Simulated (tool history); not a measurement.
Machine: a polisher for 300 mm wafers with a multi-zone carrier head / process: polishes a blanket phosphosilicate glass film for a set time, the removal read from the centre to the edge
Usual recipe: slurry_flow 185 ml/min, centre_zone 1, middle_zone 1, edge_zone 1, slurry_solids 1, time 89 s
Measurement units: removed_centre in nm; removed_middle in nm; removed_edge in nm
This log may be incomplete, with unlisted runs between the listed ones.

run,hour,slurry_flow,centre_zone,middle_zone,edge_zone,slurry_solids,time,wafers since the last listed run,wafers polished on this pad,hours since the slurry nozzle was cleaned,hours since the centre zone pressure was calibrated,hours since the edge zone pressure was calibrated,hours since the carrier head's membrane was replaced,"incoming thickness of the incoming film, nm",removed_centre,removed_middle,removed_edge
1,0,185,1,1,1,1.2,89,0,1083,502.1,404.4,678,1403.7,4226.9,681.1,677.9,653.3
# hour 7.1: worn pad replaced by a new one
2,16.8,185,1,1,1,1.2,89,121,92,518.9,421.2,694.8,1420.5,4193.5,677.1,682.2,647.7
3,28.7,185,1,1,1,1,89,113,206,530.8,433.1,706.7,1432.4,4183.5,612.8,620.4,596.5
4,42.9,185,1,1,1,1,89,135,341,545,447.3,720.9,1446.6,4255.6,607.3,612.6,597.8
5,58.3,185,1,1,1,1,89,146,488,560.4,462.7,736.3,1462,4255.2,617,612.7,590.4
# hour 74.1: edge zone pressure recalibrated
6,74.4,185,1,1,1,1,89,134,622,576.5,478.8,0.3,1478.1,4178.1,613.8,618.4,601.4
7,99.5,185,1,1,1,1,89,239,861,601.6,503.9,25.4,1503.2,4212.9,610.4,614.5,599.7
8,107.7,185,1,1,1,1,89,78,939,609.8,512.1,33.6,1511.4,4270.1,612,605.7,593.7
# hour 113.9: worn pad replaced by a new one
9,114.5,155,1,1.09,1,1,89,26,5,616.6,518.9,40.4,1518.2,4154,587.1,646.8,588.1
# hour 137.4: carrier head's membrane replaced by a new one
10,157.7,185,1,1,1,1,61,364,369,659.8,562.1,83.6,20.3,4189.3,422.5,415.3,411.1
# hour 171.5: centre zone pressure recalibrated
11,174.3,185,1,1,1.07,1,89,139,508,676.4,2.8,100.2,36.9,4251.4,617,607,619.2
# hour 181.2: slurry nozzle cleaned
12,190.5,125,1.06,1,0.94,1,89,144,653,9.3,19,116.4,53.1,4289.8,574.9,551.1,549.3
13,201.5,185,1,1,1,1,107,104,758,20.3,30,127.4,64.1,4274.2,740.7,748.8,735.2
14,208.8,185,1,1,1.07,1,89,69,827,27.6,37.3,134.7,71.4,4279.8,614.5,616.3,619.2
# hour 227.6: worn pad replaced by a new one
15,228.1,185,1,1.07,0.94,0.8,104,145,4,46.9,56.6,154,90.7,4217.4,622.5,656.4,583.2
16,234.6,185,0.88,1,0.93,0.85,89,61,66,53.4,63.1,160.5,97.2,4262.9,510.5,556.1,525
17,246.8,185,1,1,1,1,89,116,182,65.6,75.3,172.7,109.4,4271,621.5,625,598.7
18,262.8,185,1,1,1,1,89,152,335,81.6,91.3,188.7,125.4,4280.9,613.4,610,582.2
19,276.8,185,1,0.96,1.1,0.7,117,133,468,95.6,105.3,202.7,139.4,4259.7,614.7,605.2,635.2
20,283.4,185,1.06,1,0.88,1,64,62,531,102.2,111.9,209.3,146,4245.1,453.7,439.6,403.8
21,296.4,185,1,1,1,1,89,123,655,115.2,124.9,222.3,159,4235.7,605.9,612.3,596
22,309.1,185,1,1,1,1,89,121,776,127.9,137.6,235,171.7,4157.4,613.2,605.4,593.3

What the log doesn't show, run by run:
removal rate lost through wear of the pad, %: 0 at every run
slurry flow missing at the pad, %: 0 at every run
deviation of the centre zone's pressure from its setpoint, %: 0 at every run
deviation of the edge zone's pressure from its setpoint, %: 0 at every run
